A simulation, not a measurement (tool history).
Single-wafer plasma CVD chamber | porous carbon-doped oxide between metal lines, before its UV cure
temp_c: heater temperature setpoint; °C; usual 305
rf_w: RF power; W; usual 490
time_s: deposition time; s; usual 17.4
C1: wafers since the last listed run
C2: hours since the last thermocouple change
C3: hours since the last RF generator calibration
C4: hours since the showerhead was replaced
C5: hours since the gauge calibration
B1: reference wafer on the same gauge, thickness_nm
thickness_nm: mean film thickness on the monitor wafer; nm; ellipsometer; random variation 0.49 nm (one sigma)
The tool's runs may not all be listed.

run 1 hour=0 | temp_c=310 rf_w=490 time_s=19.7 | C1=0 C2=1945.5 C3=1195.9 C4=5028.6 C5=523.3 | B1=122.047 | thickness_nm=108.219
run 2 hour=34 | temp_c=310 rf_w=490 time_s=19.7 | C1=940 C2=1979.5 C3=1229.9 C4=5062.6 C5=557.3 | B1=121.75 | thickness_nm=106.895
run 3 hour=48.5 | temp_c=310 rf_w=490 time_s=19.7 | C1=400 C2=1994 C3=1244.4 C4=5077.1 C5=571.8 | B1=121.82 | thickness_nm=108.661
run 4 hour=78.7 | temp_c=294 rf_w=490 time_s=18.9 | C1=835 C2=2024.2 C3=1274.6 C4=5107.3 C5=602 | B1=121.981 | thickness_nm=115.456
run 5 hour=92.1 | temp_c=294 rf_w=490 time_s=18.9 | C1=370 C2=2037.6 C3=1288 C4=5120.7 C5=615.4 | B1=122.036 | thickness_nm=113.935
run 6 hour=121.3 | temp_c=305 rf_w=490 time_s=17.4 | C1=807 C2=2066.8 C3=1317.2 C4=5149.9 C5=644.6 | B1=122.039 | thickness_nm=98.655
run 7 hour=142.1 | temp_c=305 rf_w=490 time_s=17.4 | C1=575 C2=2087.6 C3=1338 C4=5170.7 C5=665.4 | B1=122.018 | thickness_nm=99.001
run 8 hour=173.8 | temp_c=305 rf_w=490 time_s=17.4 | C1=876 C2=2119.3 C3=1369.7 C4=5202.4 C5=697.1 | B1=121.797 | thickness_nm=98.024
run 9 hour=186.9 | temp_c=305 rf_w=490 time_s=17.4 | C1=362 C2=2132.4 C3=1382.8 C4=5215.5 C5=710.2 | B1=121.851 | thickness_nm=98.5
run 10 hour=218.1 | temp_c=305 rf_w=490 time_s=17.4 | C1=862 C2=2163.6 C3=1414 C4=5246.7 C5=741.4 | B1=122.03 | thickness_nm=98.647
-- hour=250.5 RF generator calibrated
run 11 hour=251 | temp_c=305 rf_w=490 time_s=17.4 | C1=688 C2=2196.5 C3=0.5 C4=5279.6 C5=774.3 | B1=122.005 | thickness_nm=98.788
run 12 hour=268.1 | temp_c=305 rf_w=490 time_s=17.4 | C1=472 C2=2213.6 C3=17.6 C4=5296.7 C5=791.4 | B1=121.832 | thickness_nm=98.601
run 13 hour=301 | temp_c=305 rf_w=490 time_s=17.4 | C1=909 C2=2246.5 C3=50.5 C4=5329.6 C5=824.3 | B1=122.022 | thickness_nm=99.233
run 14 hour=315.4 | temp_c=305 rf_w=490 time_s=17.4 | C1=398 C2=2260.9 C3=64.9 C4=5344 C5=838.7 | B1=121.912 | thickness_nm=98.732
run 15 hour=344.4 | temp_c=305 rf_w=490 time_s=17.4 | C1=801 C2=2289.9 C3=93.9 C4=5373 C5=867.7 | B1=122.159 | thickness_nm=98.561
-- hour=371.5 thermocouple changed; heater temperature recalibrated
run 16 hour=373.1 | temp_c=315 rf_w=540 time_s=15.5 | C1=572 C2=1.6 C3=122.6 C4=5401.7 C5=896.4 | B1=122.108 | thickness_nm=91.911
run 17 hour=406.5 | temp_c=300 rf_w=490 time_s=17.4 | C1=923 C2=35 C3=156 C4=5435.1 C5=929.8 | B1=122.316 | thickness_nm=104.178
run 18 hour=428.6 | temp_c=293 rf_w=410 time_s=17.4 | C1=611 C2=57.1 C3=178.1 C4=5457.2 C5=951.9 | B1=121.969 | thickness_nm=93.95
-- hour=446 gauge calibrated
run 19 hour=508.5 | temp_c=305 rf_w=490 time_s=14.8 | C1=2209 C2=137 C3=258 C4=5537.1 C5=62.5 | B1=121.65 | thickness_nm=87.059
run 20 hour=543.6 | temp_c=305 rf_w=490 time_s=17.4 | C1=970 C2=172.1 C3=293.1 C4=5572.2 C5=97.6 | B1=122.19 | thickness_nm=101.516
run 21 hour=556.3 | temp_c=305 rf_w=490 time_s=17.4 | C1=351 C2=184.8 C3=305.8 C4=5584.9 C5=110.3 | B1=121.951 | thickness_nm=100.163
run 22 hour=575.6 | temp_c=293 rf_w=530 time_s=14.7 | C1=533 C2=204.1 C3=325.1 C4=5604.2 C5=129.6 | B1=122.228 | thickness_nm=98.07
run 23 hour=591.1 | temp_c=311 rf_w=490 time_s=17.4 | C1=428 C2=219.6 C3=340.6 C4=5619.7 C5=145.1 | B1=121.874 | thickness_nm=97.904
run 24 hour=608.8 | temp_c=305 rf_w=455 time_s=16.2 | C1=489 C2=237.3 C3=358.3 C4=5637.4 C5=162.8 | B1=121.93 | thickness_nm=88.117
-- hour=627.2 showerhead replaced
run 25 hour=627.7 | temp_c=305 rf_w=490 time_s=17.4 | C1=301 C2=256.2 C3=377.2 C4=0.5 C5=181.7 | B1=122.016 | thickness_nm=101.77
run 26 hour=645.5 | temp_c=311 rf_w=490 time_s=20.4 | C1=492 C2=274 C3=395 C4=18.3 C5=199.5 | B1=122.103 | thickness_nm=113.259
run 27 hour=660.4 | temp_c=305 rf_w=490 time_s=17.4 | C1=412 C2=288.9 C3=409.9 C4=33.2 C5=214.4 | B1=121.909 | thickness_nm=101.403
run 28 hour=682 | temp_c=319 rf_w=490 time_s=17.4 | C1=597 C2=310.5 C3=431.5 C4=54.8 C5=236 | B1=121.886 | thickness_nm=92.611
run 29 hour=713.3 | temp_c=305 rf_w=455 time_s=16.2 | C1=865 C2=341.8 C3=462.8 C4=86.1 C5=267.3 | B1=122.413 | thickness_nm=88.697
run 30 hour=737.4 | temp_c=317 rf_w=550 time_s=19.6 | C1=666 C2=365.9 C3=486.9 C4=110.2 C5=291.4 | B1=121.819 | thickness_nm=114.095
run 31 hour=765.7 | temp_c=292 rf_w=395 time_s=20.8 | C1=782 C2=394.2 C3=515.2 C4=138.5 C5=319.7 | B1=122.172 | thickness_nm=107.483
run 32 hour=788.3 | temp_c=294 rf_w=490 time_s=14.1 | C1=624 C2=416.8 C3=537.8 C4=161.1 C5=342.3 | B1=122.16 | thickness_nm=88.016
run 33 hour=809.1 | temp_c=305 rf_w=425 time_s=14.1 | C1=575 C2=437.6 C3=558.6 C4=181.9 C5=363.1 | B1=121.975 | thickness_nm=72.941
run 34 hour=908.7 | temp_c=305 rf_w=490 time_s=17.4 | C1=2754 C2=537.2 C3=658.2 C4=281.5 C5=462.7 | B1=121.766 | thickness_nm=99.57

Forecast each of these 4 alternatives for the next run:
run A hour=909.1 | temp_c=305 rf_w=490 time_s=19.1 | C1=11 C2=537.6 C3=658.6 C4=281.9 C5=463.1 | B1=? | thickness_nm=?
run B hour=909.1 | temp_c=305 rf_w=435 time_s=15.2 | C1=11 C2=537.6 C3=658.6 C4=281.9 C5=463.1 | B1=? | thickness_nm=?
run C hour=909.1 | temp_c=299 rf_w=555 time_s=17.4 | C1=11 C2=537.6 C3=658.6 C4=281.9 C5=463.1 | B1=? | thickness_nm=?
run D hour=909.1 | temp_c=290 rf_w=555 time_s=20.4 | C1=11 C2=537.6 C3=658.6 C4=281.9 C5=463.1 | B1=? | thickness_nm=?

run=A B1=122.021 thickness_nm=108.599
run=B B1=122.021 thickness_nm=78.863
run=C B1=122.021 thickness_nm=113.103
run=D B1=122.021 thickness_nm=139.594
Without the tool's hidden state the same runs would have given:
run=A thickness_nm=110.968
run=B thickness_nm=80.583
run=C thickness_nm=115.651
run=D thickness_nm=142.926
